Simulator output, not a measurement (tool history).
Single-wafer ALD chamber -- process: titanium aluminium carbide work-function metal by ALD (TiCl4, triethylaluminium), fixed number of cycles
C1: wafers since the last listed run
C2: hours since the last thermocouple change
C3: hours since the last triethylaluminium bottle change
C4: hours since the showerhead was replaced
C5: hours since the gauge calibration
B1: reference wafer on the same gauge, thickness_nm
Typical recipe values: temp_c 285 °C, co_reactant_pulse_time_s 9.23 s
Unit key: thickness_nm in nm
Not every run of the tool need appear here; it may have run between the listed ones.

{"run": 1, "hour": 0.0, "temp_c": 285, "co_reactant_pulse_time_s": 9.23, "C1": 0, "C2": 1993.3, "C3": 19.2, "C4": 4895.5, "C5": 611.3, "B1": 2.309, "thickness_nm": 1.982}
{"run": 2, "hour": 23.4, "temp_c": 285, "co_reactant_pulse_time_s": 9.23, "C1": 219, "C2": 2016.7, "C3": 42.6, "C4": 4918.9, "C5": 634.7, "B1": 2.308, "thickness_nm": 1.988}
{"run": 3, "hour": 59.1, "temp_c": 285, "co_reactant_pulse_time_s": 9.23, "C1": 334, "C2": 2052.4, "C3": 78.3, "C4": 4954.6, "C5": 670.4, "B1": 2.307, "thickness_nm": 1.975}
{"run": 4, "hour": 91.0, "temp_c": 285, "co_reactant_pulse_time_s": 9.23, "C1": 298, "C2": 2084.3, "C3": 110.2, "C4": 4986.5, "C5": 702.3, "B1": 2.308, "thickness_nm": 1.979}
{"run": 5, "hour": 115.1, "temp_c": 276, "co_reactant_pulse_time_s": 9.23, "C1": 225, "C2": 2108.4, "C3": 134.3, "C4": 5010.6, "C5": 726.4, "B1": 2.307, "thickness_nm": 1.893}
{"run": 6, "hour": 151.0, "temp_c": 285, "co_reactant_pulse_time_s": 11.26, "C1": 336, "C2": 2144.3, "C3": 170.2, "C4": 5046.5, "C5": 762.3, "B1": 2.307, "thickness_nm": 2.021}
{"hour": 174.7, "done": "showerhead replaced"}
{"run": 7, "hour": 175.2, "temp_c": 285, "co_reactant_pulse_time_s": 11.26, "C1": 151, "C2": 2168.5, "C3": 194.4, "C4": 0.5, "C5": 786.5, "B1": 2.306, "thickness_nm": 2.022}
{"run": 8, "hour": 192.7, "temp_c": 285, "co_reactant_pulse_time_s": 9.23, "C1": 163, "C2": 2186, "C3": 211.9, "C4": 18, "C5": 804, "B1": 2.306, "thickness_nm": 1.985}
{"run": 9, "hour": 260.0, "temp_c": 285, "co_reactant_pulse_time_s": 9.23, "C1": 629, "C2": 2253.3, "C3": 279.2, "C4": 85.3, "C5": 871.3, "B1": 2.306, "thickness_nm": 1.985}
{"run": 10, "hour": 292.4, "temp_c": 285, "co_reactant_pulse_time_s": 9.23, "C1": 303, "C2": 2285.7, "C3": 311.6, "C4": 117.7, "C5": 903.7, "B1": 2.305, "thickness_nm": 1.974}
{"run": 11, "hour": 318.7, "temp_c": 278, "co_reactant_pulse_time_s": 10.56, "C1": 246, "C2": 2312, "C3": 337.9, "C4": 144, "C5": 930, "B1": 2.304, "thickness_nm": 1.934}
{"run": 12, "hour": 348.1, "temp_c": 285, "co_reactant_pulse_time_s": 11.99, "C1": 275, "C2": 2341.4, "C3": 367.3, "C4": 173.4, "C5": 959.4, "B1": 2.304, "thickness_nm": 2.038}
{"run": 13, "hour": 362.9, "temp_c": 274, "co_reactant_pulse_time_s": 9.23, "C1": 138, "C2": 2356.2, "C3": 382.1, "C4": 188.2, "C5": 974.2, "B1": 2.304, "thickness_nm": 1.872}
{"run": 14, "hour": 386.8, "temp_c": 291, "co_reactant_pulse_time_s": 7.14, "C1": 223, "C2": 2380.1, "C3": 406, "C4": 212.1, "C5": 998.1, "B1": 2.305, "thickness_nm": 1.945}
{"run": 15, "hour": 409.6, "temp_c": 298, "co_reactant_pulse_time_s": 11.44, "C1": 213, "C2": 2402.9, "C3": 428.8, "C4": 234.9, "C5": 1020.9, "B1": 2.306, "thickness_nm": 2.157}
{"run": 16, "hour": 424.6, "temp_c": 285, "co_reactant_pulse_time_s": 11.25, "C1": 140, "C2": 2417.9, "C3": 443.8, "C4": 249.9, "C5": 1035.9, "B1": 2.304, "thickness_nm": 2.028}
{"run": 17, "hour": 452.7, "temp_c": 285, "co_reactant_pulse_time_s": 9.23, "C1": 263, "C2": 2446, "C3": 471.9, "C4": 278, "C5": 1064, "B1": 2.305, "thickness_nm": 1.97}
{"hour": 471.8, "done": "thermocouple changed; heater temperature recalibrated"}
{"run": 18, "hour": 480.2, "temp_c": 293, "co_reactant_pulse_time_s": 6.61, "C1": 182, "C2": 8.4, "C3": 499.4, "C4": 305.5, "C5": 1091.5, "B1": 2.305, "thickness_nm": 1.927}
{"run": 19, "hour": 502.0, "temp_c": 279, "co_reactant_pulse_time_s": 10.67, "C1": 204, "C2": 30.2, "C3": 521.2, "C4": 327.3, "C5": 1113.3, "B1": 2.306, "thickness_nm": 1.956}
{"run": 20, "hour": 526.2, "temp_c": 297, "co_reactant_pulse_time_s": 12.11, "C1": 226, "C2": 54.4, "C3": 545.4, "C4": 351.5, "C5": 1137.5, "B1": 2.306, "thickness_nm": 2.152}
{"run": 21, "hour": 557.7, "temp_c": 294, "co_reactant_pulse_time_s": 6.81, "C1": 294, "C2": 85.9, "C3": 576.9, "C4": 383, "C5": 1169, "B1": 2.304, "thickness_nm": 1.962}
{"run": 22, "hour": 574.4, "temp_c": 285, "co_reactant_pulse_time_s": 9.23, "C1": 156, "C2": 102.6, "C3": 593.6, "C4": 399.7, "C5": 1185.7, "B1": 2.303, "thickness_nm": 1.982}
{"run": 23, "hour": 588.9, "temp_c": 285, "co_reactant_pulse_time_s": 5.56, "C1": 135, "C2": 117.1, "C3": 608.1, "C4": 414.2, "C5": 1200.2, "B1": 2.304, "thickness_nm": 1.776}
{"hour": 589.1, "done": "gauge calibrated"}
{"run": 24, "hour": 611.5, "temp_c": 276, "co_reactant_pulse_time_s": 5.6, "C1": 211, "C2": 139.7, "C3": 630.7, "C4": 436.8, "C5": 22.4, "B1": 2.33, "thickness_nm": 1.709}
{"run": 25, "hour": 642.3, "temp_c": 285, "co_reactant_pulse_time_s": 9.23, "C1": 288, "C2": 170.5, "C3": 661.5, "C4": 467.6, "C5": 53.2, "B1": 2.328, "thickness_nm": 2.001}
{"run": 26, "hour": 671.4, "temp_c": 270, "co_reactant_pulse_time_s": 11.24, "C1": 272, "C2": 199.6, "C3": 690.6, "C4": 496.7, "C5": 82.3, "B1": 2.326, "thickness_nm": 1.889}
{"run": 27, "hour": 703.5, "temp_c": 275, "co_reactant_pulse_time_s": 12.32, "C1": 300, "C2": 231.7, "C3": 722.7, "C4": 528.8, "C5": 114.4, "B1": 2.324, "thickness_nm": 1.939}
{"run": 28, "hour": 742.2, "temp_c": 292, "co_reactant_pulse_time_s": 12.91, "C1": 362, "C2": 270.4, "C3": 761.4, "C4": 567.5, "C5": 153.1, "B1": 2.322, "thickness_nm": 2.129}
{"run": 29, "hour": 771.8, "temp_c": 277, "co_reactant_pulse_time_s": 9.23, "C1": 277, "C2": 300, "C3": 791, "C4": 597.1, "C5": 182.7, "B1": 2.321, "thickness_nm": 1.907}
{"run": 30, "hour": 799.2, "temp_c": 296, "co_reactant_pulse_time_s": 11.02, "C1": 256, "C2": 327.4, "C3": 818.4, "C4": 624.5, "C5": 210.1, "B1": 2.32, "thickness_nm": 2.158}
{"run": 31, "hour": 812.4, "temp_c": 281, "co_reactant_pulse_time_s": 9.23, "C1": 123, "C2": 340.6, "C3": 831.6, "C4": 637.7, "C5": 223.3, "B1": 2.32, "thickness_nm": 1.939}
{"run": 32, "hour": 839.8, "temp_c": 285, "co_reactant_pulse_time_s": 9.23, "C1": 256, "C2": 368, "C3": 859, "C4": 665.1, "C5": 250.7, "B1": 2.318, "thickness_nm": 1.985}

Here are 5 independent what-if runs from the current tool condition. What would each one return?
{"run": "A", "hour": 840.2, "temp_c": 285, "co_reactant_pulse_time_s": 9.23, "C1": 3, "C2": 368.4, "C3": 859.4, "C4": 665.5, "C5": 251.1, "B1": "?", "thickness_nm": "?"}
{"run": "B", "hour": 840.2, "temp_c": 275, "co_reactant_pulse_time_s": 7.56, "C1": 3, "C2": 368.4, "C3": 859.4, "C4": 665.5, "C5": 251.1, "B1": "?", "thickness_nm": "?"}
{"run": "C", "hour": 840.2, "temp_c": 278, "co_reactant_pulse_time_s": 12.47, "C1": 3, "C2": 368.4, "C3": 859.4, "C4": 665.5, "C5": 251.1, "B1": "?", "thickness_nm": "?"}
{"run": "D", "hour": 840.2, "temp_c": 274, "co_reactant_pulse_time_s": 6.49, "C1": 3, "C2": 368.4, "C3": 859.4, "C4": 665.5, "C5": 251.1, "B1": "?", "thickness_nm": "?"}
{"run": "E", "hour": 840.2, "temp_c": 274, "co_reactant_pulse_time_s": 7.84, "C1": 3, "C2": 368.4, "C3": 859.4, "C4": 665.5, "C5": 251.1, "B1": "?", "thickness_nm": "?"}

run=A B1=2.318 thickness_nm=1.982
run=B B1=2.318 thickness_nm=1.818
run=C B1=2.318 thickness_nm=1.964
run=D B1=2.318 thickness_nm=1.747
run=E B1=2.318 thickness_nm=1.821
Take away the tool's hidden state, keep each run's random variation, and the runs would have read:
run=A thickness_nm=1.992
run=B thickness_nm=1.827
run=C thickness_nm=1.974
run=D thickness_nm=1.756
run=E thickness_nm=1.83
